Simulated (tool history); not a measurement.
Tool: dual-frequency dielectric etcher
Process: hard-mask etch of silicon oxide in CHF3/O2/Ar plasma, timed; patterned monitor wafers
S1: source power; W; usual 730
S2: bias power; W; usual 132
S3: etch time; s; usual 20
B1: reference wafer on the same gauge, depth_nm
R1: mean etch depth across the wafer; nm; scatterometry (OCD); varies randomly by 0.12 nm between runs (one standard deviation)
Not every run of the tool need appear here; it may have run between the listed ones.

| run | hour | S1 | S2 | S3 | B1 | R1 |
|---|---|---|---|---|---|---|
| 1 | 0 | 770 | 108 | 20 | 32.81 | 36.5 |
| 2 | 6.9 | 770 | 108 | 20 | 32.81 | 36.13 |
| 3 | 24.1 | 770 | 108 | 20 | 32.78 | 36.27 |
| 4 | 33.8 | 730 | 143 | 20 | 32.79 | 39.22 |
| 5 | 41 | 730 | 132 | 20 | 32.76 | 38.43 |
| 6 | 48.4 | 730 | 132 | 20 | 32.8 | 37.83 |
| 7 | 59.1 | 730 | 132 | 20 | 32.8 | 37.92 |
| 8 | 110.1 | 730 | 132 | 22.5 | 32.79 | 45.24 |
| 9 | 118.1 | 730 | 132 | 20 | 32.81 | 40.25 |
| 10 | 128.2 | 900 | 152 | 15 | 32.82 | 34.34 |
| 11 | 136.4 | 810 | 108 | 23.5 | 32.76 | 45.76 |
| 12 | 153.9 | 730 | 132 | 20 | 32.82 | 40.16 |
| 13 | 161.2 | 900 | 158 | 20 | 32.82 | 46.07 |
| 14 | 177.6 | 730 | 132 | 25.5 | 32.81 | 50.81 |

Not shown: 5 entries that the log had between the listed runs. Between which runs, and how does the tool's hidden state differ before and after?
Runs 7 to 8: upper electrode replaced (hour 86.8); bias power generator calibrated (hour 95.7); source power generator calibrated (hour 101.2); wet clean of the chamber (hour 109.6)
  etch rate over this chamber's usual, %: -5.27 -> 0.0519
  measured result minus the result with no hidden state, R1: -2.11 -> +0.03 nm
Runs 10 to 11: gauge calibrated (hour 131.4)
  etch rate over this chamber's usual, %: -0.102 -> -0.172
  measured result minus the result with no hidden state, R1: -0.03 -> -0.08 nm
